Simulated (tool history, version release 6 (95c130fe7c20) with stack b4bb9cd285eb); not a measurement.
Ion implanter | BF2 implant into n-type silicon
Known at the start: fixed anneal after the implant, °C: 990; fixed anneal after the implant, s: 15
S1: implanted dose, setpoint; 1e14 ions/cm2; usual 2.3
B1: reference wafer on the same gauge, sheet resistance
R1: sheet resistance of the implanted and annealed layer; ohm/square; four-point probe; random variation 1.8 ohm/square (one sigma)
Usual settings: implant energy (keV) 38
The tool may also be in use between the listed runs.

run 1 hour=0 | S1=2.3 implant_energy_(keV)=38 | B1=487.45 | R1=451.84
run 2 hour=66.3 | S1=2.3 implant_energy_(keV)=38 | B1=486.94 | R1=452.56
run 3 hour=109.8 | S1=2.3 implant_energy_(keV)=38 | B1=487.12 | R1=450.5
run 4 hour=200.7 | S1=2.3 implant_energy_(keV)=38 | B1=487.41 | R1=450.54
-- hour=256 gauge calibrated
run 5 hour=268 | S1=2.3 implant_energy_(keV)=38 | B1=487.04 | R1=453.01
run 6 hour=337.8 | S1=2.3 implant_energy_(keV)=38 | B1=487.14 | R1=455.38
run 7 hour=409.3 | S1=2.3 implant_energy_(keV)=38 | B1=487.07 | R1=453.37
run 8 hour=503.1 | S1=2.3 implant_energy_(keV)=38 | B1=486.63 | R1=449.55
run 9 hour=601.5 | S1=2.3 implant_energy_(keV)=38 | B1=486.57 | R1=453.39
run 10 hour=691.4 | S1=2.3 implant_energy_(keV)=33 | B1=487.15 | R1=452.7
run 11 hour=728 | S1=1.78 implant_energy_(keV)=38 | B1=487.11 | R1=554.8
run 12 hour=818 | S1=1.78 implant_energy_(keV)=38 | B1=487.49 | R1=555.27
run 13 hour=907.2 | S1=2.82 implant_energy_(keV)=46.5 | B1=486.89 | R1=377.16
run 14 hour=1004.6 | S1=2.11 implant_energy_(keV)=38 | B1=487.03 | R1=482.48
-- hour=1025.2 extraction supply calibrated
-- hour=1032.5 Faraday cup replaced and dose calibrated
run 15 hour=1097.4 | S1=2.96 implant_energy_(keV)=28 | B1=487.22 | R1=372.7
-- hour=1242.2 gauge calibrated
run 16 hour=1254.5 | S1=2.3 implant_energy_(keV)=38 | B1=487.57 | R1=447.29
run 17 hour=1310.8 | S1=1.69 implant_energy_(keV)=31.5 | B1=486.84 | R1=581.41
run 18 hour=1416.2 | S1=2.06 implant_energy_(keV)=38 | B1=487.4 | R1=490.35
run 19 hour=1465.5 | S1=2.62 implant_energy_(keV)=42.5 | B1=486.73 | R1=404.17

Run 20 comes next. What will it give?
run 20 hour=1514.6 | S1=2.3 implant_energy_(keV)=45 | B1=? | R1=?

{"run 20": {"B1": 486.28, "R1": 443.9}}
Without the tool's hidden state the same run would have given R1 443.9 ohm/square.
